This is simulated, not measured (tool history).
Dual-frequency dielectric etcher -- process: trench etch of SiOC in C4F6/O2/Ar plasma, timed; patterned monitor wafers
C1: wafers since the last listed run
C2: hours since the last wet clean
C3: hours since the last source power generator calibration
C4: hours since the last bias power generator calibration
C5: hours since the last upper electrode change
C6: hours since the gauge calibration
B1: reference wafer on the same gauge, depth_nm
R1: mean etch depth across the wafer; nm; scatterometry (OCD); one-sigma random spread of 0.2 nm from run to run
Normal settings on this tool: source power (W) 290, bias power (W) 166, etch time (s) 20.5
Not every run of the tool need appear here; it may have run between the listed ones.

run 1 hour=0.0 | source_power_(W)=290 bias_power_(W)=166 etch_time_(s)=20.5 | C1=0 C2=124.6 C3=3640.0 C4=2159.4 C5=2573.8 C6=173.1 | B1=35.53 | R1=35.28
run 2 hour=51.4 | source_power_(W)=310 bias_power_(W)=166 etch_time_(s)=20.5 | C1=744 C2=176.0 C3=3691.4 C4=2210.8 C5=2625.2 C6=224.5 | B1=35.60 | R1=35.81
run 3 hour=120.9 | source_power_(W)=310 bias_power_(W)=166 etch_time_(s)=20.5 | C1=1006 C2=245.5 C3=3760.9 C4=2280.3 C5=2694.7 C6=294.0 | B1=35.70 | R1=36.09
run 4 hour=169.7 | source_power_(W)=340 bias_power_(W)=166 etch_time_(s)=16.0 | C1=706 C2=294.3 C3=3809.7 C4=2329.1 C5=2743.5 C6=342.8 | B1=35.59 | R1=28.56
run 5 hour=205.1 | source_power_(W)=290 bias_power_(W)=166 etch_time_(s)=20.5 | C1=512 C2=329.7 C3=3845.1 C4=2364.5 C5=2778.9 C6=378.2 | B1=35.58 | R1=34.71
-- hour=257.3 upper electrode replaced
-- hour=273.8 wet clean of the chamber
run 6 hour=274.3 | source_power_(W)=290 bias_power_(W)=166 etch_time_(s)=20.5 | C1=415 C2=0.5 C3=3914.3 C4=2433.7 C5=17.0 C6=447.4 | B1=35.56 | R1=33.31
-- hour=286.0 source power generator calibrated
run 7 hour=298.3 | source_power_(W)=290 bias_power_(W)=166 etch_time_(s)=20.5 | C1=289 C2=24.5 C3=12.3 C4=2457.7 C5=41.0 C6=471.4 | B1=35.54 | R1=33.27
-- hour=334.6 gauge calibrated
run 8 hour=342.9 | source_power_(W)=290 bias_power_(W)=125 etch_time_(s)=26.0 | C1=646 C2=69.1 C3=56.9 C4=2502.3 C5=85.6 C6=8.3 | B1=35.57 | R1=39.85
-- hour=370.1 wet clean of the chamber, repeated, since the last time left the tool worse
run 9 hour=376.4 | source_power_(W)=250 bias_power_(W)=180 etch_time_(s)=26.0 | C1=137 C2=6.3 C3=90.4 C4=2535.8 C5=119.1 C6=41.8 | B1=35.61 | R1=44.03
run 10 hour=401.4 | source_power_(W)=260 bias_power_(W)=135 etch_time_(s)=18.5 | C1=362 C2=31.3 C3=115.4 C4=2560.8 C5=144.1 C6=66.8 | B1=35.59 | R1=29.43
-- hour=493.5 bias power generator calibrated
run 11 hour=538.1 | source_power_(W)=290 bias_power_(W)=166 etch_time_(s)=20.5 | C1=1922 C2=168.0 C3=252.1 C4=44.6 C5=280.8 C6=203.5 | B1=35.64 | R1=35.01
run 12 hour=577.6 | source_power_(W)=290 bias_power_(W)=166 etch_time_(s)=20.5 | C1=572 C2=207.5 C3=291.6 C4=84.1 C5=320.3 C6=243.0 | B1=35.63 | R1=34.87
run 13 hour=610.3 | source_power_(W)=240 bias_power_(W)=133 etch_time_(s)=16.5 | C1=473 C2=240.2 C3=324.3 C4=116.8 C5=353.0 C6=275.7 | B1=35.67 | R1=25.00
run 14 hour=654.5 | source_power_(W)=230 bias_power_(W)=180 etch_time_(s)=24.5 | C1=640 C2=284.4 C3=368.5 C4=161.0 C5=397.2 C6=319.9 | B1=35.59 | R1=38.89

Below, each run's measurement less what the same run would have read without the hidden state. Both values contain the same run-to-run variation, but the gauge's scatter may not be the same in both:
The tool's hidden condition here consists of: etch rate over this chamber's usual, %; source power that arrives over what is set, %; bias power that arrives over what is set, %; gauge reads high (%).
run=1 R1=-0.28
run=2 R1=-0.47
run=3 R1=-0.73
run=4 R1=-0.72
run=5 R1=-1.01
run=6 R1=-2.11
run=7 R1=-2.20
run=8 R1=-2.83
run=9 R1=-0.01
run=10 R1=-0.09
run=11 R1=-0.58
run=12 R1=-0.72
run=13 R1=-0.60
run=14 R1=-1.11
